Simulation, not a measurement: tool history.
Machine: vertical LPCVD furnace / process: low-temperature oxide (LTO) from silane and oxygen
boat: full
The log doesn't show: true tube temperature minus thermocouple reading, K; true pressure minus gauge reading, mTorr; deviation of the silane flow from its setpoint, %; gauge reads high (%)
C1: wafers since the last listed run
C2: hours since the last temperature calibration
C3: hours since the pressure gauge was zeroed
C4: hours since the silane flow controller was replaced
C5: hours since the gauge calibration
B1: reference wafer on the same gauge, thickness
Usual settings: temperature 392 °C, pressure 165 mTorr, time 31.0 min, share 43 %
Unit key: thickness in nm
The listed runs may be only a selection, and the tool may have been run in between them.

Run 1, hour 0.0: usual settings; C1 0; C2 4625.0; C3 3712.2; C4 5675.8; C5 77.7; B1 270.91. Result: thickness 244.37 nm.
Run 2, hour 30.1: usual settings; C1 234; C2 4655.1; C3 3742.3; C4 5705.9; C5 107.8; B1 270.88. Result: thickness 244.50 nm.
Run 3, hour 50.2: usual settings; C1 156; C2 4675.2; C3 3762.4; C4 5726.0; C5 127.9; B1 270.79. Result: thickness 244.47 nm.
Run 4, hour 64.9: usual settings; C1 114; C2 4689.9; C3 3777.1; C4 5740.7; C5 142.6; B1 270.88. Result: thickness 245.29 nm.
Run 5, hour 91.5: usual settings; C1 207; C2 4716.5; C3 3803.7; C4 5767.3; C5 169.2; B1 270.88. Result: thickness 244.57 nm.
At hour 119.4: thermocouples replaced and temperature profile calibrated.
Run 6, hour 119.9: usual settings but share 48 %; C1 34; C2 0.5; C3 3832.1; C4 5795.7; C5 197.6; B1 271.05. Result: thickness 274.04 nm.
At hour 145.6: pressure gauge zeroed.
Run 7, hour 148.3: usual settings but share 48 %; C1 34; C2 28.9; C3 2.7; C4 5824.1; C5 226.0; B1 270.93. Result: thickness 274.56 nm.
At hour 160.2: gauge calibrated.
Run 8, hour 168.4: usual settings; C1 156; C2 49.0; C3 22.8; C4 5844.2; C5 8.2; B1 270.92. Result: thickness 244.36 nm.
Run 9, hour 195.1: usual settings but share 50 %; C1 208; C2 75.7; C3 49.5; C4 5870.9; C5 34.9; B1 271.21. Result: thickness 284.80 nm.
Run 10, hour 225.0: usual settings; C1 232; C2 105.6; C3 79.4; C4 5900.8; C5 64.8; B1 270.98. Result: thickness 244.76 nm.
At hour 264.7: silane flow controller replaced.
Run 11, hour 265.2: usual settings; C1 126; C2 145.8; C3 119.6; C4 0.5; C5 105.0; B1 270.99. Result: thickness 244.89 nm.
Run 12, hour 277.9: usual settings but temperature 386 °C, pressure 180 mTorr, time 43.5 min; C1 98; C2 158.5; C3 132.3; C4 13.2; C5 117.7; B1 270.87. Result: thickness 349.66 nm.

Expected results for the next run?
Run 13, hour 302.5: usual settings but temperature 397 °C, pressure 125 mTorr, time 25.5 min, share 50 %; C1 191; C2 183.1; C3 156.9; C4 37.8; C5 142.3; B1 ?. Result: thickness ?.

Run 13 came out at B1 270.90, thickness 186.21 nm.
Minus the tool's unlogged condition, the same run would have read thickness 186.21 nm.
